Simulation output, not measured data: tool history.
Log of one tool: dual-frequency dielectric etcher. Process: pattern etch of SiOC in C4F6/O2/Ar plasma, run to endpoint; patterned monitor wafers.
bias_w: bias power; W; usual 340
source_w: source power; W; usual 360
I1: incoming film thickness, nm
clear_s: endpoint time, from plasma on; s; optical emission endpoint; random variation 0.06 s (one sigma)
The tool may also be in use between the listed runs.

run 1 hour=0 | bias_w=340 source_w=360 | I1=49.75 | clear_s=19.9
run 2 hour=25.3 | bias_w=408 source_w=360 | I1=49.88 | clear_s=18.9
run 3 hour=45.4 | bias_w=408 source_w=360 | I1=50.2 | clear_s=18.9
run 4 hour=59.4 | bias_w=340 source_w=360 | I1=50.11 | clear_s=20
run 5 hour=73.6 | bias_w=340 source_w=360 | I1=49.93 | clear_s=19.7
run 6 hour=105.9 | bias_w=340 source_w=360 | I1=50.17 | clear_s=19.9
run 7 hour=137.6 | bias_w=340 source_w=360 | I1=50.09 | clear_s=19.8
run 8 hour=155.1 | bias_w=340 source_w=360 | I1=50.08 | clear_s=19.8
run 9 hour=178.3 | bias_w=340 source_w=360 | I1=50.05 | clear_s=19.9
run 10 hour=202.9 | bias_w=340 source_w=360 | I1=49.93 | clear_s=19.7
run 11 hour=236 | bias_w=340 source_w=360 | I1=50.49 | clear_s=19.9
-- hour=267.7 bias power generator calibrated
run 12 hour=268.2 | bias_w=340 source_w=360 | I1=50.61 | clear_s=19.9
-- hour=392.4 wet clean of the chamber
run 13 hour=392.9 | bias_w=340 source_w=360 | I1=50.18 | clear_s=20.2
run 14 hour=393.2 | bias_w=340 source_w=360 | I1=49.81 | clear_s=20
run 15 hour=453.6 | bias_w=408 source_w=360 | I1=50.03 | clear_s=19.1
run 16 hour=489.1 | bias_w=256 source_w=320 | I1=49.85 | clear_s=23.1
run 17 hour=503.6 | bias_w=340 source_w=360 | I1=50.21 | clear_s=20.2
run 18 hour=524.2 | bias_w=276 source_w=360 | I1=49.86 | clear_s=21.1
-- hour=562.2 source power generator calibrated
-- hour=579.6 upper electrode replaced
run 19 hour=580.1 | bias_w=372 source_w=290 | I1=50.41 | clear_s=22.5
run 20 hour=585.5 | bias_w=406 source_w=420 | I1=49.91 | clear_s=17.4
run 21 hour=608.8 | bias_w=275 source_w=440 | I1=50.26 | clear_s=18.9
run 22 hour=639.5 | bias_w=340 source_w=360 | I1=50.24 | clear_s=20.1
run 23 hour=668.4 | bias_w=397 source_w=420 | I1=49.23 | clear_s=17.2
run 24 hour=682.8 | bias_w=340 source_w=320 | I1=49.94 | clear_s=21.4
run 25 hour=696.3 | bias_w=406 source_w=420 | I1=49.87 | clear_s=17.3
run 26 hour=724.8 | bias_w=340 source_w=360 | I1=49.33 | clear_s=19.6

Run 27 comes next. What will it give?
run 27 hour=740 | bias_w=296 source_w=440 | I1=50.03 | clear_s=?

Run 27 gave clear_s 18.3 s.
Without the tool's hidden state the same run would have given clear_s 18.5 s.

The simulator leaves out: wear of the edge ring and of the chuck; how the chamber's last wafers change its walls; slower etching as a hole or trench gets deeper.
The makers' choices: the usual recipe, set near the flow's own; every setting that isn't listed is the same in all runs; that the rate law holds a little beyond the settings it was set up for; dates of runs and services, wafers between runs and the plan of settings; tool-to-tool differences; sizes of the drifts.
